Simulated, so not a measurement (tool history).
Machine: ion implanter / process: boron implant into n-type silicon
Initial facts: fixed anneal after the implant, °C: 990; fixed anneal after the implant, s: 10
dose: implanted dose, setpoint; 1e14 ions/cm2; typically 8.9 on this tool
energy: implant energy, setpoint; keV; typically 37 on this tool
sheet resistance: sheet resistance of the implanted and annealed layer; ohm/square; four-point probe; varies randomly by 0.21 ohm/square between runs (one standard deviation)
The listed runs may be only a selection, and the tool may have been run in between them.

run	hour	dose	energy	read-back reference wafer on the same gauge, sheet resistance	sheet resistance
1	0	10.6	37	155.96	120.03
2	33.4	10.6	37	156	120.09
3	61.3	8.9	43.5	156.04	136.94
4	83	8.9	43.5	155.99	136.78
5	118.8	8.9	43.5	155.89	136.35
# hour 214.7: gauge calibrated
6	221.1	7.54	37	156.03	156.74
7	257.1	7.54	37	155.92	156.45
8	289	8.9	37	155.96	136.64
# hour 305.4: extraction supply calibrated
9	305.9	8.9	37	155.99	136.71
10	341.1	8.9	37	156	136.28
11	368.8	8.9	37	156.02	136.12
12	383.8	8.9	37	156	136.23
13	396.8	8.9	45	155.99	135.96
14	415.7	10.81	31.5	156.03	117.58
15	442.8	8.05	28.5	156.07	149.16
16	496.3	8.9	37	155.95	135.73
# hour 530.8: Faraday cup replaced and dose calibrated
17	531.3	8.9	37	156.01	137.98
18	560.7	8.9	44.5	156.04	137.67
19	588.4	8.07	25	155.93	152.52
20	611	7.47	29	155.97	160.88
21	636.2	6.74	46	156.05	171.55
22	662.2	8.9	37	156.04	137.8
23	674.7	8.9	37	156	138.08
24	703.6	8.9	37	156.1	138.11

How would selected steps in sheet resistance from run to run divide? Give the signed amount a tool lacking its hidden state would still show from settings, what came in and random variation, and the signed amount left for the hidden state, including any gauge scatter that is not in both of the compared results.
Hidden conditions of the tool in this case: deviation of the true dose from the Faraday cup's reading, %; deviation of the true energy from its setpoint, %; gauge reads high (%).
Run 14 -> 15: dose 10.81 -> 8.05, energy 31.5 -> 28.5. sheet resistance +31.58 ohm/square: hidden state -0.8, all else +32.38.
Run 16 -> 17: Faraday cup replaced and dose calibrated. sheet resistance +2.25 ohm/square: hidden state +2.36, all else -0.11.
Run 21 -> 22: dose 6.74 -> 8.9, energy 46 -> 37. sheet resistance -33.75 ohm/square: hidden state +0.04, all else -33.79.
